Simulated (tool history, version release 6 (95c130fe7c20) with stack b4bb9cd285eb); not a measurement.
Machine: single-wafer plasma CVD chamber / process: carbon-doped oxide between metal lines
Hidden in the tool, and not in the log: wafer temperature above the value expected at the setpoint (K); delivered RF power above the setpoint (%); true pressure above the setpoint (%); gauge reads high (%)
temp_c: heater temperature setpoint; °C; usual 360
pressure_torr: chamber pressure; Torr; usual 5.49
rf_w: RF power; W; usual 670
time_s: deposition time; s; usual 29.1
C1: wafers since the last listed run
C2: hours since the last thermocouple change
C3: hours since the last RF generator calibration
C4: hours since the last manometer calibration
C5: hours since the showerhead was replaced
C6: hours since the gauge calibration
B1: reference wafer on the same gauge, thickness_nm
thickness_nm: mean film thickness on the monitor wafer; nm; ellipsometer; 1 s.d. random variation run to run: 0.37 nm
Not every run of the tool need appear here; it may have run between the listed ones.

{"run": 1, "hour": 0.0, "temp_c": 360, "pressure_torr": 5.49, "rf_w": 670, "time_s": 29.1, "C1": 0, "C2": 2588, "C3": 1022.3, "C4": 1216.6, "C5": 67.3, "C6": 496.9, "B1": 166.006, "thickness_nm": 170.351}
{"run": 2, "hour": 16.0, "temp_c": 360, "pressure_torr": 5.49, "rf_w": 670, "time_s": 29.1, "C1": 590, "C2": 2604, "C3": 1038.3, "C4": 1232.6, "C5": 83.3, "C6": 512.9, "B1": 165.97, "thickness_nm": 169.267}
{"run": 3, "hour": 51.7, "temp_c": 360, "pressure_torr": 5.49, "rf_w": 670, "time_s": 29.1, "C1": 1318, "C2": 2639.7, "C3": 1074, "C4": 1268.3, "C5": 119, "C6": 548.6, "B1": 166.004, "thickness_nm": 169.739}
{"run": 4, "hour": 87.4, "temp_c": 360, "pressure_torr": 5.49, "rf_w": 670, "time_s": 29.1, "C1": 1318, "C2": 2675.4, "C3": 1109.7, "C4": 1304, "C5": 154.7, "C6": 584.3, "B1": 166.023, "thickness_nm": 169.73}
{"run": 5, "hour": 102.2, "temp_c": 360, "pressure_torr": 5.49, "rf_w": 670, "time_s": 29.1, "C1": 546, "C2": 2690.2, "C3": 1124.5, "C4": 1318.8, "C5": 169.5, "C6": 599.1, "B1": 166.003, "thickness_nm": 169.719}
{"hour": 122.2, "done": "capacitance manometer re-zeroed and calibrated"}
{"run": 6, "hour": 131.1, "temp_c": 360, "pressure_torr": 5.49, "rf_w": 670, "time_s": 29.1, "C1": 771, "C2": 2719.1, "C3": 1153.4, "C4": 8.9, "C5": 198.4, "C6": 628, "B1": 165.983, "thickness_nm": 170.001}
{"run": 7, "hour": 164.3, "temp_c": 368, "pressure_torr": 5.95, "rf_w": 760, "time_s": 33.4, "C1": 1226, "C2": 2752.3, "C3": 1186.6, "C4": 42.1, "C5": 231.6, "C6": 661.2, "B1": 166.02, "thickness_nm": 202.27}
{"run": 8, "hour": 190.4, "temp_c": 360, "pressure_torr": 5.49, "rf_w": 615, "time_s": 24.6, "C1": 963, "C2": 2778.4, "C3": 1212.7, "C4": 68.2, "C5": 257.7, "C6": 687.3, "B1": 165.914, "thickness_nm": 139.429}
{"run": 9, "hour": 208.3, "temp_c": 360, "pressure_torr": 5.49, "rf_w": 670, "time_s": 29.1, "C1": 661, "C2": 2796.3, "C3": 1230.6, "C4": 86.1, "C5": 275.6, "C6": 705.2, "B1": 165.934, "thickness_nm": 169.925}
{"run": 10, "hour": 239.6, "temp_c": 373, "pressure_torr": 5.49, "rf_w": 540, "time_s": 29.1, "C1": 1156, "C2": 2827.6, "C3": 1261.9, "C4": 117.4, "C5": 306.9, "C6": 736.5, "B1": 166.067, "thickness_nm": 152.073}
{"hour": 265.1, "done": "gauge calibrated"}
{"run": 11, "hour": 273.9, "temp_c": 360, "pressure_torr": 5.09, "rf_w": 670, "time_s": 31.6, "C1": 1266, "C2": 2861.9, "C3": 1296.2, "C4": 151.7, "C5": 341.2, "C6": 8.8, "B1": 165.89, "thickness_nm": 182.271}
{"hour": 324.3, "done": "thermocouple changed; heater temperature recalibrated"}
{"run": 12, "hour": 362.1, "temp_c": 360, "pressure_torr": 5.49, "rf_w": 670, "time_s": 29.1, "C1": 2962, "C2": 37.8, "C3": 1384.4, "C4": 239.9, "C5": 429.4, "C6": 97, "B1": 166.067, "thickness_nm": 170.621}
{"run": 13, "hour": 384.8, "temp_c": 360, "pressure_torr": 5.49, "rf_w": 670, "time_s": 23.5, "C1": 838, "C2": 60.5, "C3": 1407.1, "C4": 262.6, "C5": 452.1, "C6": 119.7, "B1": 166.058, "thickness_nm": 138.815}
{"run": 14, "hour": 410.5, "temp_c": 369, "pressure_torr": 4.63, "rf_w": 705, "time_s": 25.7, "C1": 949, "C2": 86.2, "C3": 1432.8, "C4": 288.3, "C5": 477.8, "C6": 145.4, "B1": 166.002, "thickness_nm": 147.444}
{"run": 15, "hour": 444.2, "temp_c": 360, "pressure_torr": 6.43, "rf_w": 670, "time_s": 33.7, "C1": 1244, "C2": 119.9, "C3": 1466.5, "C4": 322, "C5": 511.5, "C6": 179.1, "B1": 166.011, "thickness_nm": 202.041}
{"hour": 457.2, "done": "RF generator calibrated"}
{"run": 16, "hour": 457.7, "temp_c": 360, "pressure_torr": 6.08, "rf_w": 670, "time_s": 32.6, "C1": 203, "C2": 133.4, "C3": 0.5, "C4": 335.5, "C5": 525, "C6": 192.6, "B1": 165.982, "thickness_nm": 194.016}
{"run": 17, "hour": 477.1, "temp_c": 356, "pressure_torr": 5.49, "rf_w": 620, "time_s": 33.9, "C1": 716, "C2": 152.8, "C3": 19.9, "C4": 354.9, "C5": 544.4, "C6": 212, "B1": 166.018, "thickness_nm": 195.334}
{"run": 18, "hour": 511.6, "temp_c": 360, "pressure_torr": 5.49, "rf_w": 670, "time_s": 29.1, "C1": 1274, "C2": 187.3, "C3": 54.4, "C4": 389.4, "C5": 578.9, "C6": 246.5, "B1": 166.089, "thickness_nm": 172.003}
{"run": 19, "hour": 531.7, "temp_c": 360, "pressure_torr": 5.49, "rf_w": 560, "time_s": 29.1, "C1": 742, "C2": 207.4, "C3": 74.5, "C4": 409.5, "C5": 599, "C6": 266.6, "B1": 165.952, "thickness_nm": 160.525}
{"run": 20, "hour": 550.0, "temp_c": 360, "pressure_torr": 5.49, "rf_w": 670, "time_s": 29.1, "C1": 675, "C2": 225.7, "C3": 92.8, "C4": 427.8, "C5": 617.3, "C6": 284.9, "B1": 166.02, "thickness_nm": 171.728}
{"hour": 566.3, "done": "thermocouple changed; heater temperature recalibrated, repeated, since the last time left the tool worse"}
{"run": 21, "hour": 585.6, "temp_c": 346, "pressure_torr": 5.93, "rf_w": 790, "time_s": 25.9, "C1": 1019, "C2": 19.3, "C3": 128.4, "C4": 463.4, "C5": 652.9, "C6": 320.5, "B1": 165.947, "thickness_nm": 167.273}
{"run": 22, "hour": 612.6, "temp_c": 360, "pressure_torr": 4.86, "rf_w": 670, "time_s": 24.9, "C1": 997, "C2": 46.3, "C3": 155.4, "C4": 490.4, "C5": 679.9, "C6": 347.5, "B1": 165.967, "thickness_nm": 141.641}
{"run": 23, "hour": 631.1, "temp_c": 360, "pressure_torr": 6.29, "rf_w": 540, "time_s": 29.1, "C1": 683, "C2": 64.8, "C3": 173.9, "C4": 508.9, "C5": 698.4, "C6": 366, "B1": 166.033, "thickness_nm": 158.101}
{"run": 24, "hour": 655.5, "temp_c": 360, "pressure_torr": 4.34, "rf_w": 670, "time_s": 29.1, "C1": 901, "C2": 89.2, "C3": 198.3, "C4": 533.3, "C5": 722.8, "C6": 390.4, "B1": 165.929, "thickness_nm": 162.237}
{"run": 25, "hour": 684.1, "temp_c": 356, "pressure_torr": 6.81, "rf_w": 670, "time_s": 31.4, "C1": 1056, "C2": 117.8, "C3": 226.9, "C4": 561.9, "C5": 751.4, "C6": 419, "B1": 166.006, "thickness_nm": 187.388}
{"run": 26, "hour": 698.9, "temp_c": 360, "pressure_torr": 5.49, "rf_w": 670, "time_s": 29.1, "C1": 546, "C2": 132.6, "C3": 241.7, "C4": 576.7, "C5": 766.2, "C6": 433.8, "B1": 165.945, "thickness_nm": 168.045}
{"run": 27, "hour": 731.2, "temp_c": 360, "pressure_torr": 6.33, "rf_w": 670, "time_s": 23.6, "C1": 1192, "C2": 164.9, "C3": 274, "C4": 609, "C5": 798.5, "C6": 466.1, "B1": 165.971, "thickness_nm": 139.681}

Take each entry between the runs: how does the hidden state at the last listed run before it differ from the hidden state at the first listed run after it?
Runs 5 to 6: capacitance manometer re-zeroed and calibrated (hour 122.2)
  wafer temperature above the value expected at the setpoint (K): -4.03 -> -4.04
  measured less the result without the state, thickness_nm: +1.783 -> +1.789 nm
Runs 10 to 11: gauge calibrated (hour 265.1)
  no hidden state differs between the two runs
  measured less the result without the state, thickness_nm: +1.367 -> +1.931 nm
Runs 11 to 12: thermocouple changed; heater temperature recalibrated (hour 324.3)
  wafer temperature above the value expected at the setpoint (K): -4.06 -> -6.93
  measured less the result without the state, thickness_nm: +1.931 -> +3.087 nm
Runs 15 to 16: RF generator calibrated (hour 457.2)
  wafer temperature above the value expected at the setpoint (K): -7.31 -> -7.37
  measured less the result without the state, thickness_nm: +3.856 -> +3.733 nm
Runs 20 to 21: thermocouple changed; heater temperature recalibrated, repeated, since the last time left the tool worse (hour 566.3)
  wafer temperature above the value expected at the setpoint (K): -7.75 -> -0.173
  measured less the result without the state, thickness_nm: +3.475 -> +0.085 nm
